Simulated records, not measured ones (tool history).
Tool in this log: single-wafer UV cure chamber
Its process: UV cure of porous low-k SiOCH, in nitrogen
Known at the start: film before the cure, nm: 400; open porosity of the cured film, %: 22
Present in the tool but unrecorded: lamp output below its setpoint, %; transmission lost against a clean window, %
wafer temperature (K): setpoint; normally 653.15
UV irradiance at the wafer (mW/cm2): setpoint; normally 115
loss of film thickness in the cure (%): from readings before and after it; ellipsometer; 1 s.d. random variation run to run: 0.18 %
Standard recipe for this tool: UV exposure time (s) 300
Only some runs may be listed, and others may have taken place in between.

run,day,wafer temperature (K),UV exposure time (s),UV irradiance at the wafer (mW/cm2),wafers since the last listed run,hours since the UV bulbs were replaced,wafers since the quartz window was cleaned,loss of film thickness in the cure (%)
1,0.000,653.15,230,125,0,1630.5,1885,10.993
2,2.742,653.15,230,125,566,1696.3,2451,11.025
3,4.871,653.15,230,125,439,1747.4,2891,10.985
4,9.608,653.15,300,115,978,1861.1,3870,12.020
5,11.408,653.15,300,115,371,1904.3,4242,12.191
6,12.529,653.15,300,115,231,1931.2,4473,11.710
# day 13.917: quartz window cleaned
7,14.004,653.15,300,100,235,1966.6,18,12.117
# day 14.638: UV bulbs replaced
8,15.238,653.15,300,115,185,14.4,204,12.741
9,18.229,653.15,300,115,617,86.2,821,12.379
10,20.142,653.15,430,115,395,132.1,1217,13.776
11,22.421,665.15,350,100,470,186.8,1687,12.616
12,24.388,653.15,300,115,406,234.0,2094,12.290
13,26.892,653.15,300,151,517,294.1,2611,13.148
14,29.488,653.15,400,115,536,356.4,3147,13.415
15,32.112,671.15,300,115,542,419.4,3689,12.347
16,33.150,662.15,160,125,214,444.3,3904,9.742
17,34.654,653.15,300,94,310,480.4,4214,10.944
18,36.075,653.15,300,115,293,514.5,4508,11.708

Hidden state or all else? Some run-to-run changes of loss of film thickness in the cure (%), split into what the settings, what came in and random variation would give without the hidden state, and what is left for the hidden state (with any gauge scatter that isn't in both results):
Run 6 -> 7: UV irradiance at the wafer (mW/cm2) 115 -> 100, quartz window cleaned. loss of film thickness in the cure (%) +0.407: hidden state +1.171, all else -0.764.
Run 15 -> 16: wafer temperature (K) 671.15 -> 662.15, UV exposure time (s) 300 -> 160, UV irradiance at the wafer (mW/cm2) 115 -> 125. loss of film thickness in the cure (%) -2.605: hidden state +0.050, all else -2.655.
